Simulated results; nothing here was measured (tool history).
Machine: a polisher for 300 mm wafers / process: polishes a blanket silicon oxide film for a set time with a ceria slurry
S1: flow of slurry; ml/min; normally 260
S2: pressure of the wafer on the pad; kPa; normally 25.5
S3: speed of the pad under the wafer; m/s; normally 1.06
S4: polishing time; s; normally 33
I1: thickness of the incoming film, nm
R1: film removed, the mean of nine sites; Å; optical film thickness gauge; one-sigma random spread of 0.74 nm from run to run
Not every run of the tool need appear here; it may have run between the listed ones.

Run 1, hour 0: usual settings; I1 1608.3. Result: R1 1602 Å.
Run 2, hour 8.6: usual settings; I1 1611.5. Result: R1 1593 Å.
At hour 14: worn pad replaced by a new one.
Run 3, hour 18: usual settings; I1 1603.3. Result: R1 1653 Å.
Run 4, hour 26.1: usual settings; I1 1593.4. Result: R1 1624 Å.
Run 5, hour 32.9: usual settings; I1 1593.4. Result: R1 1592 Å.
At hour 50.4: worn pad replaced by a new one.
Run 6, hour 50.9: usual settings but S4 25 s; I1 1601.1. Result: R1 1242 Å.
Run 7, hour 62.2: usual settings; I1 1599. Result: R1 1587 Å.
Run 8, hour 76.7: usual settings but S2 22.8 kPa; I1 1586.9. Result: R1 1406 Å.
At hour 85.2: worn pad replaced by a new one.
Run 9, hour 86.4: usual settings but S4 26 s; I1 1615.7. Result: R1 1294 Å.
Run 10, hour 95.7: usual settings; I1 1578.2. Result: R1 1574 Å.
Run 11, hour 101.9: usual settings but S1 170 ml/min, S3 1.4 m/s, S4 22 s; I1 1625. Result: R1 1252 Å.
At hour 117.8: head pressure recalibrated.
Run 12, hour 118.3: usual settings; I1 1632.5. Result: R1 1558 Å.
At hour 122.5: slurry nozzle cleaned.
At hour 122.9: worn pad replaced by a new one.
Run 13, hour 124.3: usual settings but S1 220 ml/min; I1 1607.5. Result: R1 1701 Å.
Run 14, hour 135.9: usual settings but S3 0.8 m/s; I1 1587.5. Result: R1 1274 Å.
At hour 157.4: worn pad replaced by a new one.
Run 15, hour 157.9: usual settings but S1 345 ml/min, S3 0.92 m/s; I1 1606.5. Result: R1 1556 Å.

Consider 5 possible next runs. They are alternatives, not a sequence: every one starts from the tool as it was left by run 15. What does each give?
Run A, hour 158.3: usual settings but S2 17.2 kPa; I1 1598.9. Result: R1 ?.
Run B, hour 158.3: usual settings but S2 30.3 kPa, S3 0.74 m/s, S4 28 s; I1 1598.9. Result: R1 ?.
Run C, hour 158.3: usual settings but S2 28.3 kPa, S3 0.7 m/s, S4 22 s; I1 1598.9. Result: R1 ?.
Run D, hour 158.3: usual settings but S2 22.1 kPa; I1 1598.9. Result: R1 ?.
Run E, hour 158.3: usual settings but S1 170 ml/min, S2 32.4 kPa, S3 1.26 m/s, S4 44 s; I1 1598.9. Result: R1 ?.

run    R1
  A  1232
  B  1209
  C   842
  D  1530
  E  3224
The same runs, with their run-to-run variation unchanged, on a tool lacking any hidden condition would have given:
run    R1
  A  1241
  B  1217
  C   848
  D  1540
  E  3250
